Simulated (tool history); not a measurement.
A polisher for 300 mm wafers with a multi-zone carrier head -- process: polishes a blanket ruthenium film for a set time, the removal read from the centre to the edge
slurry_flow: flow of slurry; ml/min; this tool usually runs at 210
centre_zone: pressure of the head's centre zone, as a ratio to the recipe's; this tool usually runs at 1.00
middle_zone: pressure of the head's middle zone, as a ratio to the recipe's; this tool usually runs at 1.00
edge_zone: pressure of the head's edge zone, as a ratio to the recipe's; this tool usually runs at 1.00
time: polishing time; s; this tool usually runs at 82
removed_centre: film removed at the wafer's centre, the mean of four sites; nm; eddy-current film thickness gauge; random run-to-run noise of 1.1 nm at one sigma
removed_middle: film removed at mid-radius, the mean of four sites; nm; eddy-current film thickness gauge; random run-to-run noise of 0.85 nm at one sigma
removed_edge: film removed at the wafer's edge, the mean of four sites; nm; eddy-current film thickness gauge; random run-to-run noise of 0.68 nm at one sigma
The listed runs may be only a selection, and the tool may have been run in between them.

run	day	slurry_flow	centre_zone	middle_zone	edge_zone	time	wafers since the last listed run	wafers polished on this pad	hours since the slurry nozzle was cleaned	hours since the centre zone pressure was calibrated	hours since the edge zone pressure was calibrated	hours since the carrier head's membrane was replaced	incoming thickness of the incoming film, nm	removed_centre	removed_middle	removed_edge
1	0.000	210	1.00	1.00	1.00	82	0	375	417.4	755.7	1405.0	1920.4	527.0	79.9	80.5	82.6
2	0.646	210	1.00	1.00	1.00	82	92	467	432.9	771.2	1420.5	1935.9	518.5	79.1	80.9	82.4
3	1.146	210	1.00	1.00	1.00	82	71	539	444.9	783.2	1432.5	1947.9	537.3	79.8	81.1	82.1
4	1.725	210	1.00	1.00	1.00	82	83	622	458.8	797.1	1446.4	1961.8	524.3	81.0	79.7	82.6
5	2.312	155	1.00	1.00	1.00	60	84	707	472.9	811.2	1460.5	1975.9	529.1	52.0	54.1	56.2
6	2.971	155	1.00	1.00	1.00	60	94	801	488.7	827.0	1476.3	1991.7	530.5	52.3	52.6	56.1
7	3.379	280	1.00	1.00	1.00	108	58	860	498.5	836.8	1486.1	2001.5	541.2	112.0	109.8	111.4
8	3.708	165	1.04	1.06	1.12	82	47	907	506.4	844.7	1494.0	2009.4	528.8	76.3	77.2	83.2
# day 4.050: centre zone pressure recalibrated
9	4.142	210	1.00	1.00	1.00	82	50	958	516.8	2.2	1504.4	2019.8	523.4	77.8	77.2	81.8
# day 4.421: worn pad replaced by a new one
10	4.829	245	1.06	0.95	1.11	82	74	58	533.3	18.7	1520.9	2036.3	529.5	84.7	77.5	86.9
11	5.446	245	1.00	1.00	1.00	82	88	147	548.1	33.5	1535.7	2051.1	528.1	79.7	80.4	82.9
12	6.108	210	1.00	1.00	1.00	82	95	242	564.0	49.4	1551.6	2067.0	529.5	75.3	77.6	79.8
# day 6.767: slurry nozzle cleaned
13	6.838	210	0.97	1.00	1.00	105	98	341	1.7	66.9	1569.1	2084.5	539.7	107.3	109.4	112.4
14	7.104	145	0.91	1.00	0.91	94	38	379	8.1	73.3	1575.5	2090.9	528.6	82.5	93.6	91.9
# day 7.533: carrier head's membrane replaced by a new one
15	7.688	210	1.00	1.00	1.05	108	53	433	22.1	87.3	1589.5	3.7	534.3	112.2	113.8	117.7
# day 8.171: edge zone pressure recalibrated
16	8.200	210	0.88	1.00	1.12	82	61	495	34.4	99.6	0.7	16.0	526.5	76.0	86.8	92.3
17	8.871	210	1.00	1.00	1.00	82	96	591	50.5	115.7	16.8	32.1	532.4	85.5	86.1	86.8
18	9.521	210	1.00	1.00	0.89	82	93	684	66.1	131.3	32.4	47.7	542.0	86.9	85.4	83.2
19	10.012	180	1.00	1.00	1.04	82	70	755	77.9	143.1	44.2	59.5	537.9	82.9	83.9	86.2
20	10.450	255	1.00	1.06	0.96	104	62	818	88.4	153.6	54.7	70.0	529.6	111.4	116.4	111.0
21	10.988	210	1.00	1.00	1.00	82	77	895	101.3	166.5	67.6	82.9	520.9	86.4	86.2	86.5
22	11.421	185	1.03	1.00	0.90	82	62	957	111.7	176.9	78.0	93.3	530.4	84.3	83.2	80.7

5 options for the next run, each taken on its own from the tool as it stands now. Forecast them:
A	11.438	210	1.00	1.00	1.00	82	2	960	112.1	177.3	78.4	93.7	536.0	?	?	?
B	11.438	210	1.00	0.95	1.00	69	2	960	112.1	177.3	78.4	93.7	536.0	?	?	?
C	11.438	190	1.08	0.88	0.94	82	2	960	112.1	177.3	78.4	93.7	536.0	?	?	?
D	11.438	210	1.00	1.11	1.04	82	2	960	112.1	177.3	78.4	93.7	536.0	?	?	?
E	11.438	235	1.07	0.97	0.95	82	2	960	112.1	177.3	78.4	93.7	536.0	?	?	?

run	removed_centre	removed_middle	removed_edge
A	82.6	83.5	86.3
B	69.5	67.9	72.7
C	87.5	75.4	82.9
D	82.7	89.7	87.9
E	90.2	83.2	85.4
With no hidden state in the tool, these same runs would have given:
run	removed_centre	removed_middle	removed_edge
A	84.6	85.3	87.7
B	71.1	69.3	73.8
C	89.8	77.1	84.3
D	84.6	91.6	89.3
E	92.0	84.8	86.6
